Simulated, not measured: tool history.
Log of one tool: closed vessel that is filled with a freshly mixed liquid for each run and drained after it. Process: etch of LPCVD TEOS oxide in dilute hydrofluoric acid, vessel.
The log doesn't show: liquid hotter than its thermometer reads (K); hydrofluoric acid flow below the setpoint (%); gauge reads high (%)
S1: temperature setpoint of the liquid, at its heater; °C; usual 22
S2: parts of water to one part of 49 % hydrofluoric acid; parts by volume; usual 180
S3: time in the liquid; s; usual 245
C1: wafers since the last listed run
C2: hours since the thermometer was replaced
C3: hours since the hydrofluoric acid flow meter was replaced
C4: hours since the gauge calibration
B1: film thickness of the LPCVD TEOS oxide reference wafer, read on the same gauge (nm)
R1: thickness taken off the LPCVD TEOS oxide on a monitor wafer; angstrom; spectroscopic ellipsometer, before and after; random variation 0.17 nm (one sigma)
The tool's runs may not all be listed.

| run | hour | S1 | S2 | S3 | C1 | C2 | C3 | C4 | B1 | R1 |
|---|---|---|---|---|---|---|---|---|---|---|
| 1 | 0 | 22 | 180 | 305 | 0 | 878.4 | 2293.6 | 273.1 | 130 | 545.4 |
| 2 | 17.4 | 24.5 | 145 | 245 | 1766 | 895.8 | 2311 | 290.5 | 130.01 | 613.1 |
| 3 | 30.1 | 24.5 | 145 | 245 | 1289 | 908.5 | 2323.7 | 303.2 | 129.99 | 622.1 |
| 4 | 56 | 24.5 | 145 | 245 | 2629 | 934.4 | 2349.6 | 329.1 | 129.99 | 620.5 |
| 5 | 75.6 | 22 | 180 | 245 | 1990 | 954 | 2369.2 | 348.7 | 130 | 432 |
| 6 | 99.3 | 22 | 180 | 245 | 2406 | 977.7 | 2392.9 | 372.4 | 130 | 436.2 |
| 7 | 116.7 | 22 | 180 | 245 | 1766 | 995.1 | 2410.3 | 389.8 | 130.01 | 433.4 |
| 8 | 136 | 22 | 180 | 245 | 1959 | 1014.4 | 2429.6 | 409.1 | 129.99 | 436.9 |
| 9 | 152.5 | 24 | 150 | 245 | 1675 | 1030.9 | 2446.1 | 425.6 | 130 | 580.1 |
| 10 | 174.5 | 24 | 150 | 245 | 2233 | 1052.9 | 2468.1 | 447.6 | 130 | 586.7 |
|  | 176.2 | hydrofluoric acid flow meter replaced |
| 11 | 196.1 | 24 | 150 | 245 | 2091 | 1074.5 | 19.9 | 469.2 | 130.02 | 584.9 |
| 12 | 230.9 | 24 | 155 | 190 | 3533 | 1109.3 | 54.7 | 504 | 130 | 434.5 |
| 13 | 252.7 | 22 | 180 | 245 | 2213 | 1131.1 | 76.5 | 525.8 | 130 | 436.9 |
| 14 | 268.3 | 22 | 180 | 245 | 1584 | 1146.7 | 92.1 | 541.4 | 130 | 436.5 |
|  | 273.7 | gauge calibrated |
| 15 | 302.1 | 22 | 265 | 245 | 3432 | 1180.5 | 125.9 | 28.4 | 130 | 270.5 |
|  | 334 | thermometer replaced |
| 16 | 337.8 | 22 | 180 | 245 | 3523 | 3.8 | 161.6 | 64.1 | 130.02 | 438.3 |
| 17 | 367.9 | 22 | 180 | 340 | 3056 | 33.9 | 191.7 | 94.2 | 130 | 606.3 |
| 18 | 389.2 | 26.5 | 180 | 245 | 2162 | 55.2 | 213 | 115.5 | 129.99 | 513.3 |
| 19 | 401.6 | 22 | 105 | 245 | 1259 | 67.6 | 225.4 | 127.9 | 129.99 | 817.6 |
| 20 | 432.5 | 22 | 115 | 340 | 3137 | 98.5 | 256.3 | 158.8 | 130 | 1016.9 |
| 21 | 468.3 | 22 | 180 | 385 | 3635 | 134.3 | 292.1 | 194.6 | 130 | 687 |
| 22 | 485.7 | 22 | 125 | 245 | 1766 | 151.7 | 309.5 | 212 | 130 | 666.2 |

What the log doesn't show, run by run:
liquid hotter than its thermometer reads (K): 0 in every run
hydrofluoric acid flow below the setpoint (%): 0 in every run
gauge reads high (%): 0 in every run

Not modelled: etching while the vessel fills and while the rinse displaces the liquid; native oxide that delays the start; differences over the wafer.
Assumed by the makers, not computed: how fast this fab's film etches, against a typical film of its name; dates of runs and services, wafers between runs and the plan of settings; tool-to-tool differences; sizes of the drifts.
